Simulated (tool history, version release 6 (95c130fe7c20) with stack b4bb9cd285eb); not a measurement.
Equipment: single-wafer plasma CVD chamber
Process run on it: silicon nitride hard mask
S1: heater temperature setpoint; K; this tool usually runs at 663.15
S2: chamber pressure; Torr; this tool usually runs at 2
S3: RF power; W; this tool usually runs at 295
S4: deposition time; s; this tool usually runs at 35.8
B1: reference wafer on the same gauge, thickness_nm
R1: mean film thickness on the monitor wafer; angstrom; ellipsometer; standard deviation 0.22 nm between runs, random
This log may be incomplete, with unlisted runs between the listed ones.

run	day	S1	S2	S3	S4	B1	R1
1	0	663.15	2	295	35.8	37.243	454.89
2	0.608	663.15	2	295	35.8	37.34	455.94
3	1.121	663.15	2	295	35.8	37.378	457.66
4	1.608	663.15	2	295	35.8	37.254	452.74
5	1.9	663.15	2	295	35.8	37.289	454.84
# day 2.504: RF generator calibrated
6	2.525	663.15	2	295	35.8	37.329	455.27
7	4.142	663.15	2.41	335	35.8	37.312	499.45
8	4.438	678.15	2.27	275	32	37.339	401.34
# day 4.938: showerhead replaced
9	4.971	663.15	2	320	35.8	37.229	468.65
10	5.621	663.15	2	295	42.9	37.333	546.36
11	6.142	663.15	2	295	35.8	37.284	461.34
# day 6.954: thermocouple changed; heater temperature recalibrated
# day 7.192: capacitance manometer re-zeroed and calibrated
12	7.212	663.15	2	295	35.8	37.357	458.01
13	7.392	663.15	2.47	295	35.8	37.316	476.8
14	7.842	663.15	2	295	35.8	37.35	457.14
15	8.442	663.15	2	295	35.8	37.314	458.21
16	9.104	663.15	2	240	39.3	37.254	459.59
17	9.546	663.15	2	295	35.8	37.337	454.96
18	10.121	663.15	2	295	35.8	37.358	455.3
19	10.721	672.15	2.33	325	32.7	37.361	444.32
20	11.079	663.15	2	295	35.8	37.335	455.9
# day 11.388: gauge calibrated
21	11.467	663.15	2	235	35.8	37.367	414.85
22	11.862	655.15	1.64	295	40.4	37.27	497.67
23	12.35	676.15	2.33	295	35.8	37.31	462.63
24	13.025	650.15	1.55	295	29.5	37.288	362.45
25	13.471	663.15	2	295	35.8	37.3	455.61
26	13.975	668.15	1.68	320	33.4	37.345	425.16
27	16.158	673.15	2.49	330	42	37.329	584.5
28	17.75	654.15	2	295	38.6	37.287	494.57

Below are 5 alternative next runs, each starting from the tool's condition after run 28. Predict each:
A	17.767	663.15	1.73	295	35.8	?	?
B	17.767	654.15	2	240	35.8	?	?
C	17.767	657.15	1.69	295	35.8	?	?
D	17.767	650.15	1.57	295	29.9	?	?
E	17.767	656.15	2.26	295	33.4	?	?

run	B1	R1
A	37.297	443.54
B	37.297	419.68
C	37.297	442.74
D	37.297	365.94
E	37.297	437.06
With no hidden state in the tool, these same runs would have given:
run	R1
A	443.54
B	419.68
C	442.74
D	365.94
E	437.06

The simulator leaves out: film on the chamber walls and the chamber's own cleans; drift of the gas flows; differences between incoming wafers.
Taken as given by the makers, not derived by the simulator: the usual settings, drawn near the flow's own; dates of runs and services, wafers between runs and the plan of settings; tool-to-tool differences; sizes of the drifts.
